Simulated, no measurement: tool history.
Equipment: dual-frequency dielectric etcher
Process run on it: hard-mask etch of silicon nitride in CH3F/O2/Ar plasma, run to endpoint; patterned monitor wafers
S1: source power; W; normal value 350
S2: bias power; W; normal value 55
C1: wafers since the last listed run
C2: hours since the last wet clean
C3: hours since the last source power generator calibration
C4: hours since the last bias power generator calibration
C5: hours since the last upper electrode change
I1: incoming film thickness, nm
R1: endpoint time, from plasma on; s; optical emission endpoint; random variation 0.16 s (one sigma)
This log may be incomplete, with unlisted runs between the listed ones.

run,hour,S1,S2,C1,C2,C3,C4,C5,I1,R1
1,0.0,370,60,0,96.8,2770.8,934.4,4427.2,27.71,44.8
2,43.9,370,60,411,140.7,2814.7,978.3,4471.1,27.27,44.0
3,90.4,420,65,435,187.2,2861.2,1024.8,4517.6,27.48,40.6
4,182.9,420,65,866,279.7,2953.7,1117.3,4610.1,27.49,40.3
5,255.0,350,55,675,351.8,3025.8,1189.4,4682.2,27.44,45.7
6,304.1,350,55,460,400.9,3074.9,1238.5,4731.3,27.88,46.4
# hour 368.0: wet clean of the chamber
7,368.5,350,55,378,0.5,3139.3,1302.9,4795.7,27.49,47.1
8,449.1,380,55,755,81.1,3219.9,1383.5,4876.3,27.36,44.7
9,538.3,380,55,835,170.3,3309.1,1472.7,4965.5,27.19,44.1
10,581.0,380,55,400,213.0,3351.8,1515.4,5008.2,27.59,44.5
11,641.7,350,55,568,273.7,3412.5,1576.1,5068.9,27.56,46.3
12,731.3,350,55,839,363.3,3502.1,1665.7,5158.5,27.38,45.5
13,837.2,350,55,992,469.2,3608.0,1771.6,5264.4,27.56,45.8
# hour 870.8: wet clean of the chamber
14,893.7,420,55,304,22.9,3664.5,1828.1,5320.9,27.47,42.6
15,929.9,290,45,339,59.1,3700.7,1864.3,5357.1,27.43,54.3
# hour 1020.4: bias power generator calibrated
16,1025.2,350,55,855,154.4,3796.0,4.8,5452.4,27.42,46.5
# hour 1068.5: source power generator calibrated
17,1069.0,310,64,372,198.2,0.5,48.6,5496.2,27.36,48.1

Run 18 comes next. What will it give?
# hour 1104.1: upper electrode replaced
18,1118.7,290,63,240,247.9,50.2,98.3,14.6,27.74,?

{"run 18": {"R1": 50.6}}
Had the tool carried no hidden state, the very same run would have given R1 51.5 s.
